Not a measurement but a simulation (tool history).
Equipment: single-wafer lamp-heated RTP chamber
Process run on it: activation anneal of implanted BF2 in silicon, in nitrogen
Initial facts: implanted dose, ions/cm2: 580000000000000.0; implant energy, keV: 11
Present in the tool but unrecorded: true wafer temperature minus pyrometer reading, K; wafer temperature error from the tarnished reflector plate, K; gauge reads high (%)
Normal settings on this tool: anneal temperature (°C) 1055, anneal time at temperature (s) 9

| run | day | anneal temperature (°C) | anneal time at temperature (s) | wafers since the last listed run | wafers since the last pyrometer calibration | wafers since the reflector plate was cleaned | hours since the gauge calibration | read-back reference wafer on the same gauge, sheet resistance | sheet resistance of the implanted and annealed layer (ohm/square) |
|---|---|---|---|---|---|---|---|---|---|
| 1 | 0 | 1038 | 9 | 0 | 3754 | 2597 | 984.3 | 219.37 | 255.06 |
| 2 | 3.646 | 1038 | 9 | 948 | 4702 | 3545 | 1071.8 | 219.18 | 250.27 |
|  | 5.854 | pyrometer window cleaned and pyrometer calibrated |
| 3 | 7.038 | 1038 | 9 | 795 | 307 | 4341 | 1153.2 | 219.13 | 262.6 |
| 4 | 9.996 | 1049 | 9 | 769 | 1076 | 5110 | 1224.2 | 218.91 | 250.15 |
| 5 | 11.679 | 1066 | 11 | 437 | 1514 | 5548 | 1264.6 | 219.02 | 228.48 |
|  | 11.683 | gauge calibrated |
| 6 | 13.871 | 1066 | 11 | 569 | 2084 | 6118 | 52.5 | 218.93 | 228.55 |
| 7 | 17.071 | 1066 | 11 | 832 | 2916 | 6950 | 129.3 | 218.97 | 226.15 |
| 8 | 20.867 | 1055 | 9 | 987 | 3903 | 7937 | 220.4 | 219.02 | 237.47 |
| 9 | 23.533 | 1055 | 9 | 693 | 4597 | 8631 | 284.4 | 218.87 | 232.78 |
|  | 27.062 | pyrometer window cleaned and pyrometer calibrated |
| 10 | 27.692 | 1055 | 9 | 994 | 164 | 9625 | 384.2 | 218.94 | 241.71 |
| 11 | 29.704 | 1055 | 9 | 523 | 687 | 10149 | 432.5 | 218.65 | 239.79 |
|  | 30.938 | reflector plate cleaned |
| 12 | 31.283 | 1055 | 9 | 323 | 1011 | 89 | 470.4 | 219.1 | 245.99 |
| 13 | 35.771 | 1055 | 9 | 1167 | 2178 | 1256 | 578.1 | 219.03 | 244.11 |
| 14 | 39.05 | 1042 | 10 | 852 | 3031 | 2109 | 656.8 | 218.82 | 253.15 |
| 15 | 40.958 | 1055 | 9 | 496 | 3527 | 2605 | 702.6 | 218.83 | 241.35 |
| 16 | 42.925 | 1070 | 7 | 511 | 4039 | 3117 | 749.8 | 218.99 | 232.9 |
| 17 | 46.333 | 1038 | 13 | 886 | 4925 | 4003 | 831.6 | 218.71 | 240.24 |
|  | 46.962 | pyrometer window cleaned and pyrometer calibrated |
| 18 | 50.788 | 1055 | 9 | 1071 | 994 | 5075 | 938.5 | 218.96 | 244.07 |
| 19 | 54.029 | 1066 | 9 | 843 | 1837 | 5918 | 1016.3 | 219.1 | 231.51 |
|  | 64.046 | gauge calibrated |
| 20 | 66.275 | 1055 | 9 | 3184 | 5022 | 9103 | 53.5 | 218.77 | 233.12 |
|  | 66.954 | pyrometer window cleaned and pyrometer calibrated |
| 21 | 68.617 | 1055 | 9 | 522 | 432 | 9625 | 109.7 | 219.09 | 239.65 |
| 22 | 72.296 | 1038 | 9 | 956 | 1389 | 10582 | 198 | 219.36 | 254.54 |
| 23 | 74.383 | 1069 | 13 | 542 | 1932 | 11125 | 248.1 | 218.62 | 219.06 |
|  | 77.342 | reflector plate cleaned |
| 24 | 77.871 | 1071 | 7 | 820 | 2752 | 137 | 331.8 | 218.82 | 234.49 |
| 25 | 81.796 | 1049 | 9 | 1020 | 3773 | 1158 | 426 | 219.38 | 244.26 |
| 26 | 83.754 | 1055 | 9 | 509 | 4282 | 1667 | 473 | 219.27 | 235.23 |
| 27 | 85.958 | 1072 | 6 | 573 | 4856 | 2240 | 525.9 | 218.71 | 234.06 |
| 28 | 88.658 | 1055 | 14 | 702 | 5558 | 2942 | 590.7 | 218.87 | 221.88 |
|  | 89.333 | pyrometer window cleaned and pyrometer calibrated |
| 29 | 92.983 | 1033 | 5 | 1038 | 949 | 3980 | 694.5 | 218.93 | 279.51 |
| 30 | 95.971 | 1047 | 4 | 776 | 1726 | 4757 | 766.2 | 219.04 | 270.25 |
| 31 | 97.475 | 1066 | 12 | 391 | 2117 | 5149 | 802.3 | 219.35 | 225.99 |

Each row is a separate what-if for the run after 31, all from the same tool condition, not one after another. Results?
| A | 97.492 | 1055 | 13 | 4 | 2121 | 5153 | 802.7 | ? | ? |
| B | 97.492 | 1075 | 12 | 4 | 2121 | 5153 | 802.7 | ? | ? |
| C | 97.492 | 1081 | 9 | 4 | 2121 | 5153 | 802.7 | ? | ? |

| run | read-back reference wafer on the same gauge, sheet resistance | sheet resistance of the implanted and annealed layer (ohm/square) |
|---|---|---|
| A | 219.36 | 233.14 |
| B | 219.36 | 220.29 |
| C | 219.36 | 222.31 |
Take away the tool's hidden state, keep each run's random variation, and the runs would have read:
| run | sheet resistance of the implanted and annealed layer (ohm/square) |
|---|---|
| A | 239.32 |
| B | 224.97 |
| C | 226.88 |
